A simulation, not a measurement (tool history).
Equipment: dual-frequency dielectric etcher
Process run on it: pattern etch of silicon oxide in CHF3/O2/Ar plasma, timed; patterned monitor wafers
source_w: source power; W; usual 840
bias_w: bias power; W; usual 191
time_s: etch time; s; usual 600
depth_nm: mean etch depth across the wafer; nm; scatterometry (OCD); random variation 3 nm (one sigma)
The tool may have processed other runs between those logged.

run    hour  source_w  bias_w  time_s  read-back reference wafer on the same gauge, depth_nm  depth_nm
  1       0       840     191     600                                                 1569.5    1450.8
  2    39.3       840     191     600                                                 1570.9    1455.8
  3    77.2       840     191     732                                                 1570.2    1769.8
  4   111.8       840     191     600                                                 1569.7    1445.5
  5     146       840     191   558.5                                                 1569.7    1357.5
  6   206.6       840     191     600                                                 1569.7    1448.8
  7   275.1       990     191     600                                                   1571    1605.1
      364.3  -- upper electrode replaced
        403  -- gauge calibrated
  8     418       990     191     600                                                 1569.6    1603.8
      471.2  -- source power generator calibrated
        493  -- wet clean of the chamber
  9   493.5       990     191     600                                                   1570    1561.3
 10   518.4       840     191     600                                                 1569.7    1415.5
 11   570.2       840     191     600                                                 1569.7    1418.6
 12   639.6       780     220     600                                                 1570.2    1436.9
 13   696.5      1020     146   492.5                                                 1570.4    1173.4
 14   724.8      1040     153     600                                                 1569.5    1474.4
        898  -- bias power generator calibrated
 15   906.3       730     161     746                                                 1570.4    1539.2
 16   934.1       840     191     600                                                 1569.8    1459.7
 17   964.5       670     203   475.5                                                 1570.3    1014.6
 18  1026.6       920     191     600                                                 1570.7    1537.8
 19  1050.9       840     191     600                                                 1569.9    1454.3
 20  1088.9       640     152     600                                                 1570.2    1097.8
 21  1147.5      1020     145     689                                                 1570.2    1675.4
     1182.4  -- wet clean of the chamber
 22  1208.2       910     191     458                                                 1569.7    1165.5

Alternative continuations, all from the tool just after run 22; predict every row:
  A  1208.8       840     191     600                                                      ?         ?
  B  1208.8       790     226   514.5                                                      ?         ?
  C  1208.8       660     191   755.5                                                      ?         ?
  D  1208.8       690     216     600                                                      ?         ?
  E  1208.8       890     236     702                                                      ?         ?

run  read-back reference wafer on the same gauge, depth_nm  depth_nm
  A                                                 1570.2    1450.4
  B                                                 1570.2    1283.6
  C                                                 1570.2      1555
  D                                                 1570.2    1342.9
  E                                                 1570.2      1917
What these runs would have given with no unlogged condition in the tool:
run  depth_nm
  A    1441.3
  B    1276.3
  C    1545.9
  D    1335.4
  E      1906
